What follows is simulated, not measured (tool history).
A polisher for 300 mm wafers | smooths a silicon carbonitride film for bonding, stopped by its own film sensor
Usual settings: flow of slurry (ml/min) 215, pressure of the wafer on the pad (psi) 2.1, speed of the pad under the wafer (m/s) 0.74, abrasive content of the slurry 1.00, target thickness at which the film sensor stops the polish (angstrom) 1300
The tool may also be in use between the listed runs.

run   hour  flow of slurry (ml/min)  pressure of the wafer on the pad (psi)  speed of the pad under the wafer (m/s)  abrasive content of the slurry  target thickness at which the film sensor stops the polish (angstrom)  wafers since the last listed run  wafers polished on this pad  hours since the slurry nozzle was cleaned  hours since the head pressure was calibrated  hours since the slurry blender was calibrated  incoming thickness of the incoming film, nm  time until the film sensor stopped the polish (s)
  1    0.0                      215                                     2.1                                    0.74                            1.00                                                                   1300                                 0                         1034                                      753.1                                         238.0                                          300.0                                        150.5                                              124.7
      10.2  -- worn pad replaced by a new one
  2   12.3                      215                                     2.1                                    0.74                            1.00                                                                   1300                                45                           11                                      765.4                                         250.3                                          312.3                                        151.0                                              112.1
  3   25.0                      275                                     2.1                                    0.74                            1.00                                                                   1300                                70                           81                                      778.1                                         263.0                                          325.0                                        148.2                                               96.3
  4   35.6                      275                                     2.1                                    0.74                            1.00                                                                   1300                                58                          139                                      788.7                                         273.6                                          335.6                                        147.8                                               94.6
      42.0  -- slurry nozzle cleaned
  5   43.7                      275                                     2.1                                    0.74                            1.00                                                                   1300                                39                          178                                        1.7                                         281.7                                          343.7                                        149.0                                              104.8
  6   56.7                      215                                     2.1                                    0.74                            0.90                                                                   1300                                71                          250                                       14.7                                         294.7                                          356.7                                        148.9                                              112.5
  7   72.8                      215                                     2.1                                    0.74                            0.90                                                                   1300                                88                          339                                       30.8                                         310.8                                          372.8                                        152.3                                              137.4
  8   79.3                      215                                     2.1                                    0.74                            1.00                                                                   1300                                35                          375                                       37.3                                         317.3                                          379.3                                        152.2                                              129.6
  9   91.4                      215                                     2.1                                    0.74                            1.00                                                                   1300                                66                          441                                       49.4                                         329.4                                          391.4                                        150.8                                              122.8
     115.9  -- head pressure recalibrated
 10  117.7                      215                                     2.1                                    0.74                            1.00                                                                   1300                               133                          575                                       75.7                                           1.8                                          417.7                                        147.3                                              102.2
 11  127.3                      270                                     2.1                                    1.00                            1.25                                                                   1270                                52                          628                                       85.3                                          11.4                                          427.3                                        150.9                                              103.3
 12  136.6                      215                                     2.1                                    0.74                            1.00                                                                   1300                                51                          679                                       94.6                                          20.7                                          436.6                                        153.3                                              139.7
 13  147.9                      215                                     2.1                                    0.74                            1.00                                                                   1300                                62                          742                                      105.9                                          32.0                                          447.9                                        151.5                                              131.2
     153.9  -- slurry blender recalibrated
 14  158.3                      165                                     1.6                                    0.74                            1.00                                                                   1360                                46                          788                                      116.3                                          42.4                                            4.4                                        149.2                                              111.5
 15  174.8                      215                                     2.7                                    0.74                            1.00                                                                   1300                                90                          879                                      132.8                                          58.9                                           20.9                                        150.5                                               94.3
 16  189.4                      140                                     2.1                                    1.00                            1.00                                                                   1300                                80                          959                                      147.4                                          73.5                                           35.5                                        150.8                                              110.9
 17  205.8                      215                                     2.1                                    0.74                            1.00                                                                   1300                                90                         1050                                      163.8                                          89.9                                           51.9                                        148.3                                              112.9
     212.0  -- worn pad replaced by a new one
 18  223.7                      270                                     2.1                                    0.74                            1.15                                                                   1300                                76                           64                                      181.7                                         107.8                                           69.8                                        149.6                                               99.5
 19  232.9                      250                                     2.4                                    0.74                            1.25                                                                   1300                                50                          115                                      190.9                                         117.0                                           79.0                                        148.7                                               81.3
 20  243.4                      255                                     2.1                                    0.74                            0.85                                                                   1300                                57                          173                                      201.4                                         127.5                                           89.5                                        148.3                                              106.0
 21  255.8                      275                                     2.1                                    0.58                            1.00                                                                   1370                                68                          241                                      213.8                                         139.9                                          101.9                                        152.0                                               97.4
 22  280.9                      215                                     2.7                                    0.74                            1.00                                                                   1320                               138                          379                                      238.9                                         165.0                                          127.0                                        149.9                                               80.9
 23  287.2                      215                                     2.7                                    0.74                            1.00                                                                   1320                                34                          414                                      245.2                                         171.3                                          133.3                                        149.5                                               80.7
 24  302.6                      285                                     2.1                                    0.66                            1.00                                                                   1270                                84                          499                                      260.6                                         186.7                                          148.7                                        149.9                                              142.4
 25  309.9                      215                                     2.4                                    0.74                            1.00                                                                   1360                                40                          539                                      267.9                                         194.0                                          156.0                                        149.0                                               66.4
 26  321.4                      150                                     2.1                                    0.74                            0.90                                                                   1300                                63                          603                                      279.4                                         205.5                                          167.5                                        147.8                                              116.1
 27  331.3                      215                                     2.4                                    0.74                            1.15                                                                   1300                                54                          657                                      289.3                                         215.4                                          177.4                                        148.0                                               90.1
 28  338.0                      215                                     2.1                                    0.74                            1.00                                                                   1300                                36                          694                                      296.0                                         222.1                                          184.1                                        149.2                                              117.8
 29  346.7                      275                                     2.1                                    0.74                            1.00                                                                   1300                                47                          742                                      304.7                                         230.8                                          192.8                                        149.8                                              114.4
 30  356.8                      215                                     2.1                                    0.74                            1.00                                                                   1300                                55                          798                                      314.8                                         240.9                                          202.9                                        150.7                                              125.2
 31  365.7                      215                                     2.1                                    0.50                            1.00                                                                   1300                                49                          847                                      323.7                                         249.8                                          211.8                                        148.0                                              140.0

Forecast each of these 3 alternatives for the next run:
  A  366.1                      285                                     2.1                                    0.74                            1.00                                                                   1300                                 2                          849                                      324.1                                         250.2                                          212.2                                        146.9                                                  ?
  B  366.1                      280                                     2.1                                    0.88                            0.70                                                                   1270                                 2                          849                                      324.1                                         250.2                                          212.2                                        146.9                                                  ?
  C  366.1                      215                                     2.1                                    0.52                            1.00                                                                   1300                                 2                          849                                      324.1                                         250.2                                          212.2                                        146.9                                                  ?

run  time until the film sensor stopped the polish (s)
  A                                               96.2
  B                                              117.7
  C                                              123.2
Without the tool's hidden state the same runs would have given:
run  time until the film sensor stopped the polish (s)
  A                                               85.4
  B                                              104.6
  C                                              109.4

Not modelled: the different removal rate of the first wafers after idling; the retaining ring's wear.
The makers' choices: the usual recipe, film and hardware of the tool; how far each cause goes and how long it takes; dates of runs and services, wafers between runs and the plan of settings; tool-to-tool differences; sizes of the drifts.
